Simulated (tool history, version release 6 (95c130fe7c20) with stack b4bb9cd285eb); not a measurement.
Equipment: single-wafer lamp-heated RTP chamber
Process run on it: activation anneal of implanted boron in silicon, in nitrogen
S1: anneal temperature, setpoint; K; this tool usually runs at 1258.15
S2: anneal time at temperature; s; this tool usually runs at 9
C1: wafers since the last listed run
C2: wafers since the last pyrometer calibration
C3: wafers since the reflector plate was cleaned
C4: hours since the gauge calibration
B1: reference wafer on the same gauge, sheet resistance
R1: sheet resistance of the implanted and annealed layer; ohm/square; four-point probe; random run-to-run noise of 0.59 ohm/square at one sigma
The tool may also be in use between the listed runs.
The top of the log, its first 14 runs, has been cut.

| run | hour | S1 | S2 | C1 | C2 | C3 | C4 | B1 | R1 |
|---|---|---|---|---|---|---|---|---|---|
| 15 | 204.7 | 1287.15 | 14 | 224 | 1740 | 280 | 678.4 | 187.05 | 158.18 |
|  | 212.1 | gauge calibrated |
|  | 216.4 | pyrometer window cleaned and pyrometer calibrated |
| 16 | 217.8 | 1258.15 | 9 | 72 | 19 | 352 | 5.7 | 186.83 | 172.73 |
| 17 | 229.7 | 1277.15 | 14 | 169 | 188 | 522 | 17.6 | 187.01 | 161.10 |
| 18 | 242.2 | 1258.15 | 9 | 177 | 366 | 699 | 30.1 | 186.91 | 171.93 |
| 19 | 252.2 | 1244.15 | 11 | 142 | 508 | 842 | 40.1 | 186.99 | 185.18 |
| 20 | 267.5 | 1258.15 | 9 | 217 | 726 | 1059 | 55.4 | 187.01 | 172.15 |
| 21 | 280.8 | 1272.15 | 11 | 189 | 915 | 1249 | 68.7 | 187.08 | 163.87 |
| 22 | 324.8 | 1232.15 | 14 | 626 | 1541 | 1875 | 112.7 | 186.91 | 198.91 |
| 23 | 340.5 | 1276.15 | 5 | 223 | 1765 | 2098 | 128.4 | 186.91 | 164.03 |
| 24 | 352.8 | 1258.15 | 11 | 174 | 1940 | 2273 | 140.7 | 187.12 | 171.31 |
| 25 | 359.3 | 1229.15 | 11 | 92 | 2032 | 2365 | 147.2 | 187.04 | 207.19 |
|  | 376.1 | pyrometer window cleaned and pyrometer calibrated |
| 26 | 376.6 | 1239.15 | 12 | 132 | 6 | 2498 | 164.5 | 186.99 | 189.09 |
| 27 | 378.2 | 1278.15 | 11 | 22 | 29 | 2520 | 166.1 | 186.93 | 161.10 |
| 28 | 390.8 | 1258.15 | 7 | 179 | 208 | 2700 | 178.7 | 186.96 | 171.84 |
| 29 | 399.5 | 1241.15 | 13 | 123 | 332 | 2824 | 187.4 | 187.11 | 184.41 |
| 30 | 411.0 | 1258.15 | 9 | 163 | 496 | 2987 | 198.9 | 187.02 | 171.53 |
| 31 | 451.9 | 1273.15 | 12 | 581 | 1078 | 3569 | 239.8 | 187.09 | 160.96 |
| 32 | 465.5 | 1250.15 | 13 | 193 | 1271 | 3763 | 253.4 | 187.00 | 173.77 |
| 33 | 507.9 | 1283.15 | 4 | 603 | 1874 | 4366 | 295.8 | 187.03 | 161.75 |
| 34 | 517.0 | 1283.15 | 11 | 129 | 2004 | 4495 | 304.9 | 187.08 | 158.53 |
|  | 529.9 | pyrometer window cleaned and pyrometer calibrated |
| 35 | 534.3 | 1258.15 | 9 | 132 | 62 | 4628 | 322.2 | 187.17 | 170.03 |

Estimate the outcome of run 36 from the log above:
| 36 | 546.4 | 1274.15 | 14 | 172 | 235 | 4800 | 334.3 | ? | ? |

{"run 36": {"B1": 186.88, "R1": 160.4}}
Minus the tool's unlogged condition, the same run would have read R1 161.66 ohm/square.
